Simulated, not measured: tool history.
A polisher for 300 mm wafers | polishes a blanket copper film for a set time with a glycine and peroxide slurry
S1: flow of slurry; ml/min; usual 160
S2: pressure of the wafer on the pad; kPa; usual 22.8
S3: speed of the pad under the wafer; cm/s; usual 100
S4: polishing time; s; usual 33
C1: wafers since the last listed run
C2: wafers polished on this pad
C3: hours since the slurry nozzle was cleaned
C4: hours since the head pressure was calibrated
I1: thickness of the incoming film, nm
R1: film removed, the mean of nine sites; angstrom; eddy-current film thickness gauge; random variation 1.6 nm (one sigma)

Run 1, hour 0: usual settings; C1 0; C2 1039; C3 138.3; C4 101.3; I1 1729.5. Result: R1 2245 angstrom.
Run 2, hour 9.7: usual settings; C1 125; C2 1164; C3 148; C4 111; I1 1714.8. Result: R1 2221 angstrom.
Run 3, hour 22.5: usual settings; C1 165; C2 1329; C3 160.8; C4 123.8; I1 1727.6. Result: R1 2234 angstrom.
At hour 41.1: worn pad replaced by a new one.
Run 4, hour 41.6: usual settings; C1 194; C2 6; C3 179.9; C4 142.9; I1 1699. Result: R1 2215 angstrom.
Run 5, hour 48.6: usual settings; C1 90; C2 96; C3 186.9; C4 149.9; I1 1717.2. Result: R1 2231 angstrom.
Run 6, hour 65.1: usual settings; C1 212; C2 309; C3 203.4; C4 166.4; I1 1701.8. Result: R1 2214 angstrom.
Run 7, hour 72: usual settings; C1 89; C2 398; C3 210.3; C4 173.3; I1 1744. Result: R1 2197 angstrom.
Run 8, hour 86.4: usual settings; C1 185; C2 584; C3 224.7; C4 187.7; I1 1696.8. Result: R1 2204 angstrom.
At hour 90.9: slurry nozzle cleaned.
Run 9, hour 101.1: usual settings but S2 26.2 kPa; C1 176; C2 761; C3 10.2; C4 202.4; I1 1713.2. Result: R1 2476 angstrom.
Run 10, hour 110.9: usual settings but S2 26.2 kPa; C1 126; C2 887; C3 20; C4 212.2; I1 1703.5. Result: R1 2478 angstrom.
Run 11, hour 123: usual settings; C1 156; C2 1043; C3 32.1; C4 224.3; I1 1718.1. Result: R1 2189 angstrom.
Run 12, hour 136.2: usual settings but S3 128 cm/s; C1 170; C2 1214; C3 45.3; C4 237.5; I1 1705.7. Result: R1 2622 angstrom.
Run 13, hour 148.1: usual settings but S3 128 cm/s; C1 153; C2 1367; C3 57.2; C4 249.4; I1 1718. Result: R1 2635 angstrom.
At hour 163.5: worn pad replaced by a new one, of another model than before.
Run 14, hour 164: usual settings; C1 153; C2 6; C3 73.1; C4 265.3; I1 1730.3. Result: R1 2286 angstrom.
Run 15, hour 176.6: usual settings; C1 162; C2 169; C3 85.7; C4 277.9; I1 1700.1. Result: R1 2268 angstrom.
Run 16, hour 190.1: usual settings but S1 175 ml/min, S2 29 kPa, S3 82 cm/s, S4 38 s; C1 174; C2 343; C3 99.2; C4 291.4; I1 1713.9. Result: R1 2473 angstrom.
Run 17, hour 196.4: usual settings; C1 81; C2 425; C3 105.5; C4 297.7; I1 1718.2. Result: R1 2276 angstrom.
Run 18, hour 203.7: usual settings but S1 115 ml/min, S4 38 s; C1 94; C2 519; C3 112.8; C4 305; I1 1721. Result: R1 2528 angstrom.
Run 19, hour 212.2: usual settings; C1 109; C2 629; C3 121.3; C4 313.5; I1 1719.7. Result: R1 2216 angstrom.
Run 20, hour 228.9: usual settings but S3 80 cm/s; C1 215; C2 844; C3 138; C4 330.2; I1 1723.3. Result: R1 1853 angstrom.
Run 21, hour 244.3: usual settings but S1 185 ml/min, S2 15.9 kPa; C1 198; C2 1043; C3 153.4; C4 345.6; I1 1748. Result: R1 1939 angstrom.
Run 22, hour 251.4: usual settings but S3 118 cm/s; C1 91; C2 1134; C3 160.5; C4 352.7; I1 1731.5. Result: R1 2642 angstrom.
Run 23, hour 257.5: usual settings; C1 78; C2 1213; C3 166.6; C4 358.8; I1 1682. Result: R1 2263 angstrom.
At hour 268.9: worn pad replaced by a new one.
Run 24, hour 274: usual settings; C1 161; C2 65; C3 183.1; C4 375.3; I1 1717.5. Result: R1 2277 angstrom.
Run 25, hour 284.7: usual settings but S1 190 ml/min, S2 28.3 kPa, S4 22 s; C1 138; C2 203; C3 193.8; C4 386; I1 1704.4. Result: R1 1719 angstrom.
Run 26, hour 300.8: usual settings but S3 80 cm/s; C1 207; C2 411; C3 209.9; C4 402.1; I1 1740.9. Result: R1 1835 angstrom.
At hour 303.6: head pressure recalibrated.
Run 27, hour 311.8: usual settings but S3 122 cm/s, S4 39 s; C1 116; C2 527; C3 220.9; C4 8.2; I1 1719. Result: R1 3385 angstrom.
Run 28, hour 323.2: usual settings but S3 124 cm/s; C1 147; C2 674; C3 232.3; C4 19.6; I1 1712.1. Result: R1 2878 angstrom.
Run 29, hour 338.4: usual settings; C1 196; C2 870; C3 247.5; C4 34.8; I1 1711.6. Result: R1 2344 angstrom.
Run 30, hour 348.6: usual settings but S2 20 kPa, S3 90 cm/s; C1 131; C2 1002; C3 257.7; C4 45; I1 1715.9. Result: R1 1988 angstrom.
At hour 351.7: slurry nozzle cleaned.
Run 31, hour 362.4: usual settings but S1 185 ml/min, S2 15.2 kPa, S3 114 cm/s, S4 24 s; C1 165; C2 1167; C3 10.7; C4 58.8; I1 1740. Result: R1 1607 angstrom.
At hour 369.1: worn pad replaced by a new one.
Run 32, hour 373.5: usual settings but S1 135 ml/min, S2 17.2 kPa; C1 91; C2 56; C3 21.8; C4 69.9; I1 1732.7. Result: R1 2006 angstrom.
Run 33, hour 380: usual settings but S1 115 ml/min, S3 116 cm/s; C1 83; C2 140; C3 28.3; C4 76.4; I1 1731.7. Result: R1 2595 angstrom.
Run 34, hour 395.4: usual settings but S2 26.9 kPa, S4 41 s; C1 198; C2 338; C3 43.7; C4 91.8; I1 1699.9. Result: R1 3174 angstrom.
Run 35, hour 406.8: usual settings; C1 147; C2 486; C3 55.1; C4 103.2; I1 1722. Result: R1 2313 angstrom.
Run 36, hour 434.2: usual settings but S1 190 ml/min, S4 42 s; C1 353; C2 839; C3 82.5; C4 130.6; I1 1740.6. Result: R1 2974 angstrom.
Run 37, hour 448.4: usual settings but S2 17.9 kPa, S3 88 cm/s; C1 183; C2 1022; C3 96.7; C4 144.8; I1 1744. Result: R1 1826 angstrom.
Run 38, hour 473.7: usual settings but S1 195 ml/min; C1 326; C2 1349; C3 122; C4 170.1; I1 1712.3. Result: R1 2365 angstrom.

The tool's hidden state at each run:
removal rate lost through wear of the pad, %: 0 in every run
slurry flow missing at the pad, %: 0 in every run
H1: deviation of the head's pressure from its setpoint, %
run       H1
  1    -5.86
  2    -6.13
  3    -6.46
  4    -6.89
  5    -7.03
  6    -7.33
  7    -7.45
  8    -7.67
  9    -7.86
 10    -7.98
 11    -8.12
 12    -8.25
 13    -8.36
 14    -8.49
 15    -8.58
 16    -8.67
 17     -8.7
 18    -8.75
 19    -8.79
 20    -8.87
 21    -8.93
 22    -8.96
 23    -8.98
 24    -9.04
 25    -9.07
 26    -9.11
 27    0.599
 28  -0.0879
 29   -0.909
 30     -1.4
 31    -2.01
 32    -2.45
 33    -2.69
 34    -3.21
 35    -3.56
 36    -4.27
 37    -4.57
 38    -5.04

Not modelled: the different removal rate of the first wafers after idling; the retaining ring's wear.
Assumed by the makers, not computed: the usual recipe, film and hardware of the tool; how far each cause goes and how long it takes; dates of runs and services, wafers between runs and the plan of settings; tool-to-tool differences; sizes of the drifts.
